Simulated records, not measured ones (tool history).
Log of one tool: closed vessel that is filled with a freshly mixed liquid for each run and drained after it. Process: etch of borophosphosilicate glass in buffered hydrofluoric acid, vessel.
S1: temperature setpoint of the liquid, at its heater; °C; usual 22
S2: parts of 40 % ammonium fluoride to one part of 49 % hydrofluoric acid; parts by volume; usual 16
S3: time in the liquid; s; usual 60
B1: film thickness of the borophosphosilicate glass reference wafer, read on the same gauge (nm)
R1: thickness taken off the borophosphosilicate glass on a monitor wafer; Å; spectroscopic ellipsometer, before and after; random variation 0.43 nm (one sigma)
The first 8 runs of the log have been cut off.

| run | hour | S1 | S2 | S3 | B1 | R1 |
|---|---|---|---|---|---|---|
| 9 | 424.6 | 22 | 16 | 60 | 99.95 | 553.7 |
| 10 | 475.7 | 22 | 16 | 60 | 100.05 | 561.2 |
|  | 518.1 | gauge calibrated |
|  | 525 | thermometer replaced |
| 11 | 525.5 | 22 | 16 | 60 | 99.97 | 558 |
| 12 | 587.7 | 22 | 16 | 60 | 99.97 | 568.8 |
| 13 | 671.5 | 22 | 16 | 60 | 99.97 | 570.6 |
|  | 700.1 | hydrofluoric acid flow meter replaced |
| 14 | 736.7 | 22 | 16 | 60 | 100.01 | 538.4 |
| 15 | 776.6 | 22 | 16 | 60 | 100.01 | 531.7 |
| 16 | 819.5 | 19.5 | 11 | 50 | 99.96 | 563.3 |
| 17 | 890.3 | 22 | 16 | 60 | 99.99 | 536.4 |

What will run 18 give?
| 18 | 939.5 | 19.5 | 21.5 | 30 | ? | ? |

{"run 18": {"B1": 99.98, "R1": 181.7}}
Without the tool's hidden state the same run would have given R1 178 Å.
